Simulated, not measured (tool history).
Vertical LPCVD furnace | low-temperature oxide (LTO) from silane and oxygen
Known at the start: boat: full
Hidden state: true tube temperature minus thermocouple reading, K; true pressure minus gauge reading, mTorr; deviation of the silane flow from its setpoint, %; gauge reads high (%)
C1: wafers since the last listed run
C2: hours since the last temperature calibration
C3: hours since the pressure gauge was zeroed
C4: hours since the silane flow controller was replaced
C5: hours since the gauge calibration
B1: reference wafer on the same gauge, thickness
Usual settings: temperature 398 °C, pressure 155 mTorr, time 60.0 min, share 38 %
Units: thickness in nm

Run 1, hour 0.0: usual settings; C1 0; C2 2218.4; C3 1303.6; C4 4638.5; C5 294.8; B1 338.26. Result: thickness 342.49 nm.
Run 2, hour 13.0: usual settings but time 47.0 min; C1 167; C2 2231.4; C3 1316.6; C4 4651.5; C5 307.8; B1 338.38. Result: thickness 267.04 nm.
Run 3, hour 26.7: usual settings but time 47.0 min; C1 176; C2 2245.1; C3 1330.3; C4 4665.2; C5 321.5; B1 337.92. Result: thickness 267.61 nm.
Run 4, hour 48.0: usual settings; C1 275; C2 2266.4; C3 1351.6; C4 4686.5; C5 342.8; B1 338.18. Result: thickness 341.08 nm.
Run 5, hour 69.5: usual settings; C1 277; C2 2287.9; C3 1373.1; C4 4708.0; C5 364.3; B1 338.21. Result: thickness 342.71 nm.
Run 6, hour 79.5: usual settings; C1 129; C2 2297.9; C3 1383.1; C4 4718.0; C5 374.3; B1 337.98. Result: thickness 342.88 nm.
Run 7, hour 99.4: usual settings; C1 257; C2 2317.8; C3 1403.0; C4 4737.9; C5 394.2; B1 337.88. Result: thickness 343.78 nm.
Run 8, hour 115.5: usual settings; C1 207; C2 2333.9; C3 1419.1; C4 4754.0; C5 410.3; B1 337.78. Result: thickness 342.96 nm.
Run 9, hour 125.9: usual settings but time 78.0 min; C1 134; C2 2344.3; C3 1429.5; C4 4764.4; C5 420.7; B1 337.67. Result: thickness 446.43 nm.
Run 10, hour 135.6: usual settings but share 40 %; C1 125; C2 2354.0; C3 1439.2; C4 4774.1; C5 430.4; B1 338.25. Result: thickness 365.00 nm.
Run 11, hour 146.4: usual settings but share 40 %; C1 139; C2 2364.8; C3 1450.0; C4 4784.9; C5 441.2; B1 338.01. Result: thickness 366.05 nm.
Run 12, hour 168.9: usual settings; C1 290; C2 2387.3; C3 1472.5; C4 4807.4; C5 463.7; B1 338.13. Result: thickness 344.04 nm.
At hour 207.2: thermocouples replaced and temperature profile calibrated.
Run 13, hour 207.7: usual settings; C1 191; C2 0.5; C3 1511.3; C4 4846.2; C5 502.5; B1 338.15. Result: thickness 330.46 nm.
Run 14, hour 213.3: usual settings; C1 72; C2 6.1; C3 1516.9; C4 4851.8; C5 508.1; B1 337.89. Result: thickness 330.01 nm.
Run 15, hour 229.1: usual settings but temperature 403 °C, pressure 120 mTorr; C1 204; C2 21.9; C3 1532.7; C4 4867.6; C5 523.9; B1 337.83. Result: thickness 274.07 nm.
At hour 259.4: silane flow controller replaced.
Run 16, hour 259.9: usual settings but time 79.0 min; C1 87; C2 52.7; C3 1563.5; C4 0.5; C5 554.7; B1 338.19. Result: thickness 436.80 nm.
Run 17, hour 265.6: usual settings but temperature 403 °C, pressure 130 mTorr, time 51.5 min, share 32 %; C1 73; C2 58.4; C3 1569.2; C4 6.2; C5 560.4; B1 337.91. Result: thickness 202.75 nm.
Run 18, hour 271.2: usual settings; C1 72; C2 64.0; C3 1574.8; C4 11.8; C5 566.0; B1 338.14. Result: thickness 331.64 nm.
Run 19, hour 286.7: usual settings but temperature 409 °C, pressure 130 mTorr, share 41 %; C1 200; C2 79.5; C3 1590.3; C4 27.3; C5 581.5; B1 338.24. Result: thickness 347.52 nm.
Run 20, hour 305.3: usual settings but share 40 %; C1 240; C2 98.1; C3 1608.9; C4 45.9; C5 600.1; B1 337.85. Result: thickness 354.79 nm.
Run 21, hour 328.3: usual settings but share 41 %; C1 297; C2 121.1; C3 1631.9; C4 68.9; C5 623.1; B1 338.22. Result: thickness 365.17 nm.
At hour 366.7: pressure gauge zeroed.
Run 22, hour 367.2: usual settings but temperature 403 °C, pressure 130 mTorr, time 82.0 min, share 35 %; C1 192; C2 160.0; C3 0.5; C4 107.8; C5 662.0; B1 337.89. Result: thickness 348.59 nm.
At hour 369.8: gauge calibrated.
Run 23, hour 372.8: usual settings but temperature 403 °C, time 41.0 min, share 32 %; C1 72; C2 165.6; C3 6.1; C4 113.4; C5 3.0; B1 338.22. Result: thickness 183.22 nm.
Run 24, hour 378.4: usual settings; C1 72; C2 171.2; C3 11.7; C4 119.0; C5 8.6; B1 337.76. Result: thickness 319.21 nm.
Run 25, hour 445.1: usual settings but pressure 140 mTorr; C1 861; C2 237.9; C3 78.4; C4 185.7; C5 75.3; B1 338.22. Result: thickness 289.30 nm.
Run 26, hour 459.3: usual settings but pressure 180 mTorr, time 44.5 min, share 31 %; C1 183; C2 252.1; C3 92.6; C4 199.9; C5 89.5; B1 338.23. Result: thickness 208.73 nm.
Run 27, hour 470.5: usual settings but pressure 175 mTorr, share 31 %; C1 144; C2 263.3; C3 103.8; C4 211.1; C5 100.7; B1 337.86. Result: thickness 273.03 nm.
Run 28, hour 487.0: usual settings but temperature 409 °C, pressure 130 mTorr, share 41 %; C1 213; C2 279.8; C3 120.3; C4 227.6; C5 117.2; B1 337.78. Result: thickness 330.47 nm.
Run 29, hour 504.4: usual settings; C1 224; C2 297.2; C3 137.7; C4 245.0; C5 134.6; B1 337.83. Result: thickness 319.65 nm.
Run 30, hour 520.8: usual settings but temperature 388 °C, pressure 140 mTorr, time 74.0 min, share 33 %; C1 211; C2 313.6; C3 154.1; C4 261.4; C5 151.0; B1 337.70. Result: thickness 262.89 nm.
Run 31, hour 544.1: usual settings; C1 300; C2 336.9; C3 177.4; C4 284.7; C5 174.3; B1 337.88. Result: thickness 320.28 nm.
Run 32, hour 565.1: usual settings but temperature 409 °C, pressure 190 mTorr, time 50.0 min, share 41 %; C1 271; C2 357.9; C3 198.4; C4 305.7; C5 195.3; B1 338.04. Result: thickness 404.37 nm.

What the log doesn't show, run by run:
deviation of the silane flow from its setpoint, %: 0 in every run
gauge reads high (%): 0 in every run
H1: true tube temperature minus thermocouple reading, K
H2: true pressure minus gauge reading, mTorr
run     H1      H2
  1   3.95    4.69
  2   3.97    4.77
  3   3.99    4.86
  4   4.02       5
  5   4.06    5.14
  6   4.08    5.21
  7   4.11    5.34
  8   4.13    5.45
  9   4.15    5.52
 10   4.17    5.59
 11   4.18    5.67
 12   4.22    5.83
 13  0.395    6.11
 14  0.404    6.15
 15   0.43    6.27
 16   0.48     6.5
 17  0.489    6.54
 18  0.498    6.59
 19  0.523    6.71
 20  0.553    6.85
 21  0.591    7.03
 22  0.654  0.0667
 23  0.663  0.0668
 24  0.672   0.067
 25  0.781  0.0817
 26  0.804  0.0876
 27  0.822  0.0929
 28  0.849   0.102
 29  0.877   0.113
 30  0.904   0.125
 31  0.942   0.143
 32  0.976   0.163
